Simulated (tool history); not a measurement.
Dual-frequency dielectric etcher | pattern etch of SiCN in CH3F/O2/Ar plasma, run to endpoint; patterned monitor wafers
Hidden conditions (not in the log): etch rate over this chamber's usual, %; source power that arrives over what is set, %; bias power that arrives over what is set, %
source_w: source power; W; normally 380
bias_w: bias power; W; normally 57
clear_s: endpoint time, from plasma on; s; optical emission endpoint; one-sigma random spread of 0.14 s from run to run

| run | hour | source_w | bias_w | wafers since the last listed run | hours since the last wet clean | hours since the last source power generator calibration | hours since the last bias power generator calibration | hours since the last upper electrode change | incoming incoming film thickness, nm | clear_s |
|---|---|---|---|---|---|---|---|---|---|---|
| 1 | 0.0 | 330 | 57 | 0 | 295.8 | 4676.8 | 2236.6 | 5395.6 | 8.10 | 26.2 |
|  | 84.9 | wet clean of the chamber |
| 2 | 85.4 | 380 | 57 | 966 | 0.5 | 4762.2 | 2322.0 | 5481.0 | 8.19 | 24.1 |
| 3 | 161.2 | 380 | 57 | 1192 | 76.3 | 4838.0 | 2397.8 | 5556.8 | 8.19 | 24.5 |
| 4 | 232.0 | 380 | 57 | 1113 | 147.1 | 4908.8 | 2468.6 | 5627.6 | 8.30 | 24.6 |
| 5 | 313.5 | 420 | 50 | 1282 | 228.6 | 4990.3 | 2550.1 | 5709.1 | 8.12 | 24.6 |
| 6 | 417.6 | 420 | 50 | 1637 | 332.7 | 5094.4 | 2654.2 | 5813.2 | 8.13 | 24.3 |
|  | 460.8 | wet clean of the chamber |
| 7 | 462.3 | 420 | 50 | 325 | 1.5 | 5139.1 | 2698.9 | 5857.9 | 8.13 | 23.8 |
| 8 | 536.8 | 380 | 57 | 1172 | 76.0 | 5213.6 | 2773.4 | 5932.4 | 8.16 | 24.3 |
| 9 | 604.1 | 380 | 57 | 1058 | 143.3 | 5280.9 | 2840.7 | 5999.7 | 8.18 | 24.6 |
| 10 | 671.2 | 380 | 57 | 1055 | 210.4 | 5348.0 | 2907.8 | 6066.8 | 8.19 | 24.6 |
|  | 722.6 | upper electrode replaced, of another model than before |
| 11 | 740.1 | 380 | 57 | 706 | 279.3 | 5416.9 | 2976.7 | 17.5 | 8.26 | 24.8 |
| 12 | 782.7 | 380 | 57 | 670 | 321.9 | 5459.5 | 3019.3 | 60.1 | 8.21 | 24.9 |
| 13 | 834.0 | 380 | 57 | 807 | 373.2 | 5510.8 | 3070.6 | 111.4 | 8.13 | 24.8 |
|  | 853.5 | source power generator calibrated |
| 14 | 883.1 | 380 | 57 | 709 | 422.3 | 29.6 | 3119.7 | 160.5 | 8.22 | 25.0 |
|  | 938.5 | wet clean of the chamber |
| 15 | 968.0 | 380 | 57 | 958 | 29.5 | 114.5 | 3204.6 | 245.4 | 8.16 | 24.2 |
| 16 | 1007.1 | 470 | 64 | 615 | 68.6 | 153.6 | 3243.7 | 284.5 | 8.10 | 22.2 |
| 17 | 1055.1 | 380 | 57 | 755 | 116.6 | 201.6 | 3291.7 | 332.5 | 8.18 | 24.2 |
| 18 | 1098.7 | 310 | 62 | 686 | 160.2 | 245.2 | 3335.3 | 376.1 | 8.22 | 25.4 |
| 19 | 1195.8 | 320 | 68 | 1527 | 257.3 | 342.3 | 3432.4 | 473.2 | 8.29 | 25.3 |
| 20 | 1301.7 | 380 | 43 | 1666 | 363.2 | 448.2 | 3538.3 | 579.1 | 8.20 | 25.8 |
|  | 1404.7 | wet clean of the chamber |
| 21 | 1405.2 | 380 | 66 | 1250 | 0.5 | 551.7 | 3641.8 | 682.6 | 8.26 | 24.1 |
|  | 1414.5 | bias power generator calibrated |
| 22 | 1473.2 | 380 | 57 | 1006 | 68.5 | 619.7 | 58.7 | 750.6 | 8.28 | 24.8 |
| 23 | 1539.1 | 380 | 48 | 1036 | 134.4 | 685.6 | 124.6 | 816.5 | 8.21 | 25.3 |
| 24 | 1626.9 | 380 | 61 | 1381 | 222.2 | 773.4 | 212.4 | 904.3 | 8.11 | 24.0 |
| 25 | 1703.2 | 440 | 64 | 1200 | 298.5 | 849.7 | 288.7 | 980.6 | 8.14 | 23.3 |
| 26 | 1752.5 | 380 | 44 | 775 | 347.8 | 899.0 | 338.0 | 1029.9 | 8.23 | 26.2 |

Forecast run 27:
|  | 1824.7 | wet clean of the chamber |
| 27 | 2069.9 | 290 | 46 | 4616 | 245.2 | 1216.4 | 655.4 | 1347.3 | 8.17 | ? |

clear_s: 27.3 s
Had the tool carried no hidden state, the very same run would have given clear_s 26.9 s.

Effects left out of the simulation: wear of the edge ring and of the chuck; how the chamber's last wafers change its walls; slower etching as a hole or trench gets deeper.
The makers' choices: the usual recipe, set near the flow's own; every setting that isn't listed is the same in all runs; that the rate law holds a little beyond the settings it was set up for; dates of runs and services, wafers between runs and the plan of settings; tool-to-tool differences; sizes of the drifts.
